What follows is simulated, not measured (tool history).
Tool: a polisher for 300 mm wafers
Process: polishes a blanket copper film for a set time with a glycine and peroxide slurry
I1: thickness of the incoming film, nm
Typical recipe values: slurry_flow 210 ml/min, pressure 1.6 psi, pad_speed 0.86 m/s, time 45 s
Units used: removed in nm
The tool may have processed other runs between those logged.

{"run": 1, "hour": 0.0, "slurry_flow": 210, "pressure": 1.6, "pad_speed": 0.86, "time": 45, "I1": 2285.8, "removed": 121.4}
{"run": 2, "hour": 48.9, "slurry_flow": 210, "pressure": 1.6, "pad_speed": 0.86, "time": 45, "I1": 2237.8, "removed": 121.6}
{"run": 3, "hour": 94.5, "slurry_flow": 210, "pressure": 1.6, "pad_speed": 0.86, "time": 45, "I1": 2230.2, "removed": 121.8}
{"run": 4, "hour": 159.2, "slurry_flow": 210, "pressure": 1.6, "pad_speed": 0.86, "time": 45, "I1": 2236.3, "removed": 122.6}
{"run": 5, "hour": 198.5, "slurry_flow": 210, "pressure": 1.6, "pad_speed": 0.86, "time": 45, "I1": 2276.4, "removed": 123.3}
{"hour": 226.3, "done": "worn pad replaced by a new one"}
{"run": 6, "hour": 236.7, "slurry_flow": 210, "pressure": 1.6, "pad_speed": 0.86, "time": 45, "I1": 2229.3, "removed": 125.2}
{"run": 7, "hour": 272.9, "slurry_flow": 210, "pressure": 1.6, "pad_speed": 0.86, "time": 45, "I1": 2205.9, "removed": 125.2}
{"run": 8, "hour": 339.3, "slurry_flow": 210, "pressure": 1.6, "pad_speed": 0.86, "time": 45, "I1": 2242.0, "removed": 125.4}
{"hour": 499.7, "done": "head pressure recalibrated"}
{"run": 9, "hour": 506.5, "slurry_flow": 210, "pressure": 1.6, "pad_speed": 0.86, "time": 45, "I1": 2254.3, "removed": 121.3}
{"run": 10, "hour": 540.4, "slurry_flow": 210, "pressure": 1.6, "pad_speed": 0.86, "time": 45, "I1": 2242.3, "removed": 122.3}
{"run": 11, "hour": 571.8, "slurry_flow": 210, "pressure": 1.6, "pad_speed": 0.86, "time": 45, "I1": 2247.5, "removed": 123.2}
{"run": 12, "hour": 606.9, "slurry_flow": 210, "pressure": 1.6, "pad_speed": 0.86, "time": 45, "I1": 2225.8, "removed": 121.4}
{"hour": 608.3, "done": "slurry nozzle cleaned"}
{"hour": 635.0, "done": "worn pad replaced by a new one"}
{"run": 13, "hour": 670.0, "slurry_flow": 210, "pressure": 1.6, "pad_speed": 0.86, "time": 45, "I1": 2235.9, "removed": 122.4}
{"run": 14, "hour": 722.1, "slurry_flow": 210, "pressure": 1.6, "pad_speed": 0.86, "time": 45, "I1": 2238.1, "removed": 123.8}
{"run": 15, "hour": 793.8, "slurry_flow": 135, "pressure": 2.0, "pad_speed": 0.76, "time": 50, "I1": 2238.2, "removed": 138.4}
{"run": 16, "hour": 830.1, "slurry_flow": 235, "pressure": 1.6, "pad_speed": 0.86, "time": 45, "I1": 2255.9, "removed": 125.9}
{"run": 17, "hour": 859.3, "slurry_flow": 210, "pressure": 1.6, "pad_speed": 0.86, "time": 45, "I1": 2266.9, "removed": 126.6}
{"run": 18, "hour": 887.6, "slurry_flow": 210, "pressure": 1.1, "pad_speed": 1.02, "time": 35, "I1": 2236.8, "removed": 91.4}
{"run": 19, "hour": 914.9, "slurry_flow": 210, "pressure": 1.6, "pad_speed": 0.66, "time": 33, "I1": 2232.3, "removed": 78.9}
{"run": 20, "hour": 977.8, "slurry_flow": 210, "pressure": 2.1, "pad_speed": 0.66, "time": 45, "I1": 2233.3, "removed": 122.9}
{"run": 21, "hour": 1014.7, "slurry_flow": 230, "pressure": 2.1, "pad_speed": 0.64, "time": 45, "I1": 2236.4, "removed": 124.1}
{"run": 22, "hour": 1070.1, "slurry_flow": 265, "pressure": 1.8, "pad_speed": 0.86, "time": 45, "I1": 2248.1, "removed": 141.0}
{"hour": 1086.3, "done": "head pressure recalibrated"}
{"hour": 1098.3, "done": "worn pad replaced by a new one"}
{"run": 23, "hour": 1139.1, "slurry_flow": 210, "pressure": 1.6, "pad_speed": 0.64, "time": 55, "I1": 2231.6, "removed": 125.7}
{"run": 24, "hour": 1195.5, "slurry_flow": 210, "pressure": 2.0, "pad_speed": 0.78, "time": 45, "I1": 2226.5, "removed": 129.7}
{"run": 25, "hour": 1261.7, "slurry_flow": 175, "pressure": 1.2, "pad_speed": 0.96, "time": 45, "I1": 2239.2, "removed": 114.5}
{"run": 26, "hour": 1329.6, "slurry_flow": 210, "pressure": 1.6, "pad_speed": 0.86, "time": 45, "I1": 2269.5, "removed": 124.5}
{"run": 27, "hour": 1434.9, "slurry_flow": 275, "pressure": 1.6, "pad_speed": 0.86, "time": 30, "I1": 2218.2, "removed": 86.5}
{"hour": 1478.7, "done": "slurry nozzle cleaned"}
{"run": 28, "hour": 1488.8, "slurry_flow": 210, "pressure": 1.6, "pad_speed": 0.86, "time": 45, "I1": 2227.9, "removed": 125.8}
{"run": 29, "hour": 1538.8, "slurry_flow": 160, "pressure": 1.6, "pad_speed": 0.58, "time": 50, "I1": 2267.8, "removed": 109.2}
{"hour": 1582.3, "done": "head pressure recalibrated"}
{"hour": 1592.6, "done": "worn pad replaced by a new one"}
{"run": 30, "hour": 1593.1, "slurry_flow": 210, "pressure": 1.1, "pad_speed": 0.86, "time": 38, "I1": 2241.3, "removed": 87.9}
{"run": 31, "hour": 1624.8, "slurry_flow": 275, "pressure": 1.6, "pad_speed": 0.86, "time": 45, "I1": 2203.0, "removed": 126.5}
{"run": 32, "hour": 1734.1, "slurry_flow": 210, "pressure": 2.1, "pad_speed": 1.06, "time": 45, "I1": 2213.4, "removed": 168.0}
{"run": 33, "hour": 1799.0, "slurry_flow": 210, "pressure": 1.6, "pad_speed": 0.86, "time": 45, "I1": 2220.1, "removed": 126.0}
{"run": 34, "hour": 1863.9, "slurry_flow": 210, "pressure": 1.6, "pad_speed": 1.08, "time": 53, "I1": 2281.3, "removed": 172.2}
{"run": 35, "hour": 1908.3, "slurry_flow": 210, "pressure": 1.6, "pad_speed": 0.86, "time": 45, "I1": 2212.0, "removed": 124.6}
{"run": 36, "hour": 1940.9, "slurry_flow": 210, "pressure": 1.6, "pad_speed": 0.86, "time": 45, "I1": 2238.0, "removed": 123.3}

Alternative continuations, all from the tool just after run 36; predict every row:
{"run": "A", "hour": 1941.3, "slurry_flow": 250, "pressure": 1.6, "pad_speed": 0.86, "time": 45, "I1": 2270.8, "removed": "?"}
{"run": "B", "hour": 1941.3, "slurry_flow": 260, "pressure": 1.8, "pad_speed": 0.86, "time": 33, "I1": 2270.8, "removed": "?"}
{"run": "C", "hour": 1941.3, "slurry_flow": 240, "pressure": 1.4, "pad_speed": 0.86, "time": 45, "I1": 2270.8, "removed": "?"}
{"run": "D", "hour": 1941.3, "slurry_flow": 245, "pressure": 1.6, "pad_speed": 0.86, "time": 45, "I1": 2270.8, "removed": "?"}
{"run": "E", "hour": 1941.3, "slurry_flow": 260, "pressure": 1.2, "pad_speed": 0.74, "time": 39, "I1": 2270.8, "removed": "?"}

run=A removed=128.9
run=B removed=100.6
run=C removed=120.7
run=D removed=128.7
run=E removed=89.9
What these runs would have given with no unlogged condition in the tool:
run=A removed=125.7
run=B removed=98.1
run=C removed=117.8
run=D removed=125.5
run=E removed=87.9
